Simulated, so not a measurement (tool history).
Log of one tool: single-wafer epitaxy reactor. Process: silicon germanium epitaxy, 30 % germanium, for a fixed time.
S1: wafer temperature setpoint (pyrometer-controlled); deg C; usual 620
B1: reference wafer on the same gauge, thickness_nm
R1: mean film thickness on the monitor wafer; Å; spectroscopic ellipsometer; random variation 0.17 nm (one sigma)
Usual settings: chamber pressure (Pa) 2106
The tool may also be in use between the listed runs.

{"run": 1, "hour": 0.0, "S1": 620, "chamber pressure (Pa)": 2106, "B1": 62.281, "R1": 735.23}
{"run": 2, "hour": 43.6, "S1": 620, "chamber pressure (Pa)": 2106, "B1": 62.202, "R1": 736.37}
{"run": 3, "hour": 107.2, "S1": 620, "chamber pressure (Pa)": 2106, "B1": 62.228, "R1": 736.77}
{"run": 4, "hour": 276.8, "S1": 620, "chamber pressure (Pa)": 2106, "B1": 62.226, "R1": 735.09}
{"run": 5, "hour": 322.8, "S1": 620, "chamber pressure (Pa)": 2106, "B1": 62.181, "R1": 736.72}
{"run": 6, "hour": 380.1, "S1": 620, "chamber pressure (Pa)": 2106, "B1": 62.153, "R1": 735.11}
{"run": 7, "hour": 445.9, "S1": 620, "chamber pressure (Pa)": 2106, "B1": 62.217, "R1": 735.09}
{"run": 8, "hour": 505.5, "S1": 609, "chamber pressure (Pa)": 2106, "B1": 62.258, "R1": 618.79}
{"run": 9, "hour": 551.1, "S1": 609, "chamber pressure (Pa)": 2106, "B1": 62.203, "R1": 634.67}
{"run": 10, "hour": 585.5, "S1": 627, "chamber pressure (Pa)": 2106, "B1": 62.188, "R1": 818.14}
{"run": 11, "hour": 654.7, "S1": 627, "chamber pressure (Pa)": 2106, "B1": 62.155, "R1": 822.83}
{"run": 12, "hour": 689.1, "S1": 609, "chamber pressure (Pa)": 2106, "B1": 62.14, "R1": 623.27}
{"run": 13, "hour": 734.9, "S1": 624, "chamber pressure (Pa)": 2600, "B1": 62.173, "R1": 848.93}
{"run": 14, "hour": 800.5, "S1": 635, "chamber pressure (Pa)": 1773, "B1": 62.235, "R1": 877.16}
{"run": 15, "hour": 863.7, "S1": 609, "chamber pressure (Pa)": 1947, "B1": 62.164, "R1": 607.19}
{"run": 16, "hour": 914.1, "S1": 620, "chamber pressure (Pa)": 2573, "B1": 62.141, "R1": 796.36}
{"run": 17, "hour": 981.2, "S1": 611, "chamber pressure (Pa)": 1600, "B1": 62.184, "R1": 588.89}
{"run": 18, "hour": 1033.9, "S1": 612, "chamber pressure (Pa)": 2386, "B1": 62.191, "R1": 686.68}
{"run": 19, "hour": 1096.6, "S1": 606, "chamber pressure (Pa)": 1867, "B1": 62.202, "R1": 575.77}
{"run": 20, "hour": 1150.1, "S1": 614, "chamber pressure (Pa)": 2506, "B1": 62.195, "R1": 721.12}
{"run": 21, "hour": 1210.8, "S1": 620, "chamber pressure (Pa)": 2106, "B1": 62.182, "R1": 748.37}
{"run": 22, "hour": 1275.4, "S1": 612, "chamber pressure (Pa)": 2520, "B1": 62.2, "R1": 702.32}

Taken out of this log: 5 entries between the listed runs. Where each belongs, and how the hidden state differs across it:
Between runs 6 and 7: showerhead replaced (hour 411.7)
  wafer temperature above the value expected at the setpoint (K): -1.56 -> -1.59; true pressure above the setpoint (%): 5.63 -> 5.71
  measured less the result without the state, R1: -3.53 -> -3.74 Å
Between runs 8 and 9: gauge calibrated (hour 521.9); pyrometer calibrated (hour 541.1)
  wafer temperature above the value expected at the setpoint (K): -1.63 -> -0.115; true pressure above the setpoint (%): 5.78 -> 5.83
  measured less the result without the state, R1: -3.67 -> +11.35 Å
Between runs 9 and 10: capacitance manometer re-zeroed and calibrated (hour 568.5)
  wafer temperature above the value expected at the setpoint (K): -0.115 -> -0.134; true pressure above the setpoint (%): 5.83 -> 0.532
  measured less the result without the state, R1: +11.35 -> -0.15 Å
Between runs 21 and 22: gauge calibrated (hour 1221.5)
  wafer temperature above the value expected at the setpoint (K): -0.486 -> -0.522; true pressure above the setpoint (%): 5.11 -> 5.32
  measured less the result without the state, R1: +7.43 -> +6.98 Å

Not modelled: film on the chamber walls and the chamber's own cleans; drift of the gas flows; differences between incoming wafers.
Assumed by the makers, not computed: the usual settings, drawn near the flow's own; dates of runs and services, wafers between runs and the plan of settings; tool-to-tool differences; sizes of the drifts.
